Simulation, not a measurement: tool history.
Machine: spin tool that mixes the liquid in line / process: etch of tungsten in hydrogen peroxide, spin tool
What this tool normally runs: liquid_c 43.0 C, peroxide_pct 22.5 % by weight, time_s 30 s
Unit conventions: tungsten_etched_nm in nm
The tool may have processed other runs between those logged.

run	hour	liquid_c	peroxide_pct	time_s	read-back film thickness of the tungsten reference wafer, read on the same gauge (nm)	tungsten_etched_nm
1	0.0	43.0	26.5	35	120.01	28.50
2	48.7	43.0	22.5	30	120.00	22.50
# hour 97.5: gauge calibrated
3	113.0	43.0	22.5	30	120.01	22.72
4	139.5	43.0	22.5	30	119.98	22.52
# hour 158.1: heated supply line repaired
5	181.7	43.0	18.5	30	119.98	20.42
6	237.6	43.0	25.5	45	120.03	36.16
7	279.9	43.0	17.0	30	120.00	19.73
8	311.6	43.0	22.5	30	120.04	22.58
9	370.7	38.0	19.0	40	120.00	20.10
10	419.9	49.5	24.5	30	120.02	35.55
11	451.7	43.0	22.5	30	120.03	22.82
# hour 460.8: peroxide flow meter replaced
12	522.7	43.0	19.5	30	119.97	21.07
13	550.6	43.0	22.5	45	120.02	34.25
14	605.0	43.0	22.5	40	119.98	30.21
# hour 655.0: new drum of peroxide connected
15	666.5	43.0	22.5	30	120.00	22.70
16	725.9	47.0	19.0	30	120.01	26.72
17	778.6	38.0	29.0	25	119.99	15.58
18	951.6	43.0	22.5	30	120.00	22.86
19	992.5	43.0	22.5	35	120.02	26.62
20	1020.7	43.0	22.5	30	119.98	22.82
21	1088.9	51.5	22.5	30	119.99	38.50
22	1113.1	45.5	22.5	45	119.99	39.91
23	1183.8	39.0	22.5	35	119.99	20.59
24	1247.4	38.0	22.5	30	120.02	16.66
25	1292.6	43.0	22.5	50	119.99	38.04

Predict each of these 5 candidate next runs independently; none follows another, all start after run 25:
A	1293.0	43.0	27.5	30	?	?
B	1293.0	43.0	25.5	15	?	?
C	1293.0	36.5	22.5	30	?	?
D	1293.0	35.0	27.5	20	?	?
E	1293.0	51.5	26.5	30	?	?

run	read-back film thickness of the tungsten reference wafer, read on the same gauge (nm)	tungsten_etched_nm
A	119.98	25.20
B	119.98	12.13
C	119.98	14.93
D	119.98	9.95
E	119.98	41.93
With no hidden state in the tool, these same runs would have given:
run	tungsten_etched_nm
A	24.80
B	11.94
C	14.68
D	9.79
E	41.30
